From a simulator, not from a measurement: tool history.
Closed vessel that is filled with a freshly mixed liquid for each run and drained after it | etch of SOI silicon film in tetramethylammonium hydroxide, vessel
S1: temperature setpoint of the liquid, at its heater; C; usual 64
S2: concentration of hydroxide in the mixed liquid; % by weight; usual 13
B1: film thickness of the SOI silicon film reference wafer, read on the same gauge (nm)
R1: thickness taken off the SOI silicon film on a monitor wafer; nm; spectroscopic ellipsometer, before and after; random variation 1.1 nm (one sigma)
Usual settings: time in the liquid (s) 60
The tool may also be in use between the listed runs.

Run 1, hour 0: usual settings but S2 10.5 % by weight, time in the liquid (s) 35; B1 59.96. Result: R1 162.59 nm.
Run 2, hour 63.3: usual settings but time in the liquid (s) 70; B1 60.01. Result: R1 297.95 nm.
Run 3, hour 92.3: usual settings but time in the liquid (s) 70; B1 60. Result: R1 299.75 nm.
Run 4, hour 131.9: usual settings but S1 59 C, S2 10.5 % by weight; B1 60. Result: R1 206.17 nm.
Run 5, hour 296.2: usual settings but S1 59 C, S2 10.5 % by weight; B1 60.03. Result: R1 205.8 nm.
Run 6, hour 331: usual settings but S1 59 C, S2 10.5 % by weight; B1 60.03. Result: R1 206.97 nm.
Run 7, hour 358.9: usual settings; B1 60. Result: R1 256.68 nm.
Run 8, hour 423: usual settings; B1 59.98. Result: R1 257.25 nm.
Run 9, hour 467.8: usual settings; B1 59.97. Result: R1 257.66 nm.
Run 10, hour 512.3: usual settings but time in the liquid (s) 75; B1 60.01. Result: R1 317.38 nm.
Run 11, hour 556.7: usual settings; B1 60.01. Result: R1 256.07 nm.
Run 12, hour 617.4: usual settings; B1 59.98. Result: R1 254.61 nm.
Run 13, hour 673.6: usual settings; B1 59.99. Result: R1 256.12 nm.
Run 14, hour 728.9: usual settings; B1 60.01. Result: R1 255.37 nm.
Run 15, hour 786: usual settings; B1 60. Result: R1 255.21 nm.
Run 16, hour 837: usual settings; B1 60.01. Result: R1 253.95 nm.
Run 17, hour 869: usual settings but S1 59.5 C, S2 16 % by weight, time in the liquid (s) 30; B1 60. Result: R1 87.89 nm.
At hour 906.7: gauge calibrated.
Run 18, hour 908.7: usual settings but S1 69 C; B1 60. Result: R1 346.27 nm.
Run 19, hour 965.6: usual settings but S1 58.5 C; B1 60.01. Result: R1 180.26 nm.
Run 20, hour 1065.9: usual settings but S2 9 % by weight, time in the liquid (s) 40; B1 60.01. Result: R1 195.2 nm.
Run 21, hour 1114.5: usual settings but S1 71.5 C, S2 10 % by weight, time in the liquid (s) 90; B1 59.97. Result: R1 665.47 nm.
Run 22, hour 1169.6: usual settings but S1 60.5 C, time in the liquid (s) 30; B1 59.99. Result: R1 102.13 nm.
At hour 1185.5: thermometer replaced.
At hour 1202.8: hydroxide flow meter replaced.
Run 23, hour 1239.8: usual settings; B1 59.95. Result: R1 246.01 nm.
Run 24, hour 1283.5: usual settings; B1 60.01. Result: R1 244.24 nm.
Run 25, hour 1355.3: usual settings but S2 16.5 % by weight, time in the liquid (s) 50; B1 59.99. Result: R1 187.24 nm.
Run 26, hour 1410.4: usual settings; B1 60.01. Result: R1 244.33 nm.
Run 27, hour 1475.2: usual settings but S1 61.5 C, S2 16.5 % by weight, time in the liquid (s) 30; B1 59.98. Result: R1 95.38 nm.
Run 28, hour 1547.5: usual settings; B1 60. Result: R1 244.31 nm.
At hour 1618.4: hydroxide flow meter replaced, repeated, since the last time left the tool worse.
Run 29, hour 1747.5: usual settings but S1 56 C; B1 59.98. Result: R1 159.59 nm.
Run 30, hour 1785.2: usual settings but S1 67 C, S2 10.5 % by weight, time in the liquid (s) 75; B1 59.99. Result: R1 426.43 nm.
Run 31, hour 1825.7: usual settings; B1 60. Result: R1 262.9 nm.

Forecast each of these 3 alternatives for the next run:
Run A, hour 1826.4: usual settings; B1 ?. Result: R1 ?.
Run B, hour 1826.4: usual settings but S1 69 C, S2 17 % by weight, time in the liquid (s) 45; B1 ?. Result: R1 ?.
Run C, hour 1826.4: usual settings but S2 12 % by weight; B1 ?. Result: R1 ?.

run     B1      R1
  A  60.01  260.79
  B  60.01  235.24
  C  60.01  270.02
Without the tool's hidden state the same runs would have given:
run      R1
  A  261.68
  B   235.9
  C  270.85
